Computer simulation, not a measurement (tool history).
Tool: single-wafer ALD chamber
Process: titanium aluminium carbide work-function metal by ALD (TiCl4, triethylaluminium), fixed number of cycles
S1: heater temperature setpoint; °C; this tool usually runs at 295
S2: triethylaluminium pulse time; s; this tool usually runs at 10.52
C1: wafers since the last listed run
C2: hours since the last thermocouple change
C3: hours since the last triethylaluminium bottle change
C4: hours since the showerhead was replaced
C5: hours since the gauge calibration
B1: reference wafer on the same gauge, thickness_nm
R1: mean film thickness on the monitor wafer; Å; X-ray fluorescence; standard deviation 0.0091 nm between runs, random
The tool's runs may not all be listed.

| run | hour | S1 | S2 | C1 | C2 | C3 | C4 | C5 | B1 | R1 |
|---|---|---|---|---|---|---|---|---|---|---|
| 1 | 0.0 | 295 | 10.52 | 0 | 650.9 | 261.6 | 6729.4 | 148.7 | 2.081 | 22.16 |
| 2 | 58.0 | 295 | 10.52 | 580 | 708.9 | 319.6 | 6787.4 | 206.7 | 2.082 | 22.13 |
| 3 | 148.5 | 291 | 10.52 | 905 | 799.4 | 410.1 | 6877.9 | 297.2 | 2.077 | 21.54 |
| 4 | 205.1 | 295 | 10.52 | 566 | 856.0 | 466.7 | 6934.5 | 353.8 | 2.070 | 21.89 |
| 5 | 270.5 | 295 | 10.52 | 654 | 921.4 | 532.1 | 6999.9 | 419.2 | 2.061 | 21.81 |
| 6 | 300.0 | 288 | 10.52 | 295 | 950.9 | 561.6 | 7029.4 | 448.7 | 2.057 | 21.17 |
|  | 347.4 | triethylaluminium bottle replaced |
| 7 | 371.4 | 288 | 10.52 | 634 | 1022.3 | 24.0 | 7100.8 | 520.1 | 2.046 | 20.99 |
| 8 | 397.9 | 295 | 11.99 | 265 | 1048.8 | 50.5 | 7127.3 | 546.6 | 2.039 | 21.92 |

For run 9, what comes out?
|  | 401.9 | gauge calibrated |
|  | 408.2 | thermocouple changed; heater temperature recalibrated |
| 9 | 444.6 | 291 | 13.42 | 387 | 36.4 | 97.2 | 7174.0 | 42.7 | ? | ? |

{"run 9": {"B1": 2.093, "R1": 21.94}}
Had the tool carried no hidden state, the very same run would have given R1 21.93 Å.

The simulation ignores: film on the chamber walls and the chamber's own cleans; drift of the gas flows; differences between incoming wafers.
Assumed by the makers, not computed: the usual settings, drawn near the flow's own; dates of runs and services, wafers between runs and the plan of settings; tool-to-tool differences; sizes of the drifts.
